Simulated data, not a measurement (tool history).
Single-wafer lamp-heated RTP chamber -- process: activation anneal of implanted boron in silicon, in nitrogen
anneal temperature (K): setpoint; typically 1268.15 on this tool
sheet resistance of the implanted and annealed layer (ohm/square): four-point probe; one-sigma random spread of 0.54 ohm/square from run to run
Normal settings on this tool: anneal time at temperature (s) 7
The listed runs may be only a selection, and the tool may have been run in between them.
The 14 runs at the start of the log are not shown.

| run | day | anneal temperature (K) | anneal time at temperature (s) | wafers since the last listed run | wafers since the last pyrometer calibration | wafers since the reflector plate was cleaned | hours since the gauge calibration | read-back reference wafer on the same gauge, sheet resistance | sheet resistance of the implanted and annealed layer (ohm/square) |
|---|---|---|---|---|---|---|---|---|---|
| 15 | 7.446 | 1268.15 | 7 | 155 | 4888 | 10303 | 281.0 | 180.92 | 150.60 |
|  | 8.133 | reflector plate cleaned |
| 16 | 8.154 | 1268.15 | 7 | 176 | 5064 | 9 | 298.0 | 181.17 | 153.68 |
| 17 | 8.662 | 1268.15 | 7 | 239 | 5304 | 249 | 310.2 | 180.97 | 154.39 |
| 18 | 9.096 | 1268.15 | 7 | 204 | 5508 | 453 | 320.6 | 180.91 | 153.97 |
| 19 | 9.479 | 1260.15 | 7 | 180 | 5689 | 633 | 329.8 | 180.83 | 160.01 |
| 20 | 9.775 | 1268.15 | 7 | 139 | 5828 | 773 | 336.9 | 180.81 | 153.07 |
| 21 | 10.200 | 1268.15 | 7 | 200 | 6028 | 973 | 347.1 | 181.29 | 153.57 |
|  | 10.546 | pyrometer window cleaned and pyrometer calibrated |
| 22 | 10.854 | 1259.15 | 10 | 151 | 146 | 1124 | 362.8 | 180.86 | 157.33 |
| 23 | 11.262 | 1290.15 | 7 | 192 | 338 | 1317 | 372.6 | 181.06 | 146.15 |
| 24 | 11.571 | 1260.15 | 5 | 145 | 483 | 1462 | 380.0 | 181.16 | 160.39 |
| 25 | 11.946 | 1250.15 | 10 | 176 | 660 | 1639 | 389.0 | 181.03 | 166.08 |
| 26 | 12.250 | 1268.15 | 4 | 143 | 804 | 1782 | 396.3 | 181.09 | 154.95 |
|  | 12.783 | gauge calibrated |
| 27 | 12.846 | 1249.15 | 7 | 280 | 1084 | 2063 | 1.5 | 181.17 | 169.43 |
| 28 | 13.175 | 1290.15 | 5 | 155 | 1239 | 2218 | 9.4 | 180.96 | 146.23 |
| 29 | 13.754 | 1268.15 | 10 | 272 | 1512 | 2491 | 23.3 | 181.04 | 150.62 |
| 30 | 14.204 | 1295.15 | 4 | 212 | 1724 | 2703 | 34.1 | 181.20 | 145.52 |
| 31 | 14.729 | 1268.15 | 7 | 247 | 1972 | 2950 | 46.7 | 180.86 | 152.99 |
| 32 | 15.096 | 1245.15 | 8 | 172 | 2145 | 3123 | 55.5 | 180.93 | 173.07 |
| 33 | 16.900 | 1279.15 | 3 | 850 | 2995 | 3974 | 98.8 | 181.08 | 149.69 |
| 34 | 17.421 | 1268.15 | 7 | 245 | 3240 | 4219 | 111.3 | 181.39 | 153.32 |
| 35 | 17.983 | 1245.15 | 9 | 265 | 3505 | 4484 | 124.8 | 181.12 | 170.36 |
| 36 | 18.733 | 1292.15 | 4 | 353 | 3859 | 4838 | 142.8 | 180.72 | 145.55 |
| 37 | 19.408 | 1268.15 | 7 | 318 | 4177 | 5156 | 159.0 | 181.27 | 151.08 |
| 38 | 20.646 | 1249.15 | 11 | 583 | 4760 | 5739 | 188.7 | 180.87 | 164.79 |

Branching from run 38: 3 alternative next runs. What would each branch give?
| A | 20.662 | 1277.15 | 7 | 7 | 4768 | 5747 | 189.1 | ? | ? |
| B | 20.662 | 1239.15 | 7 | 7 | 4768 | 5747 | 189.1 | ? | ? |
| C | 20.662 | 1250.15 | 4 | 7 | 4768 | 5747 | 189.1 | ? | ? |

| run | read-back reference wafer on the same gauge, sheet resistance | sheet resistance of the implanted and annealed layer (ohm/square) |
|---|---|---|
| A | 181.03 | 148.55 |
| B | 181.03 | 179.40 |
| C | 181.03 | 167.75 |
With the hidden condition removed and each run's random variation left untouched, the same runs would have given:
| run | sheet resistance of the implanted and annealed layer (ohm/square) |
|---|---|
| A | 149.96 |
| B | 185.66 |
| C | 172.07 |
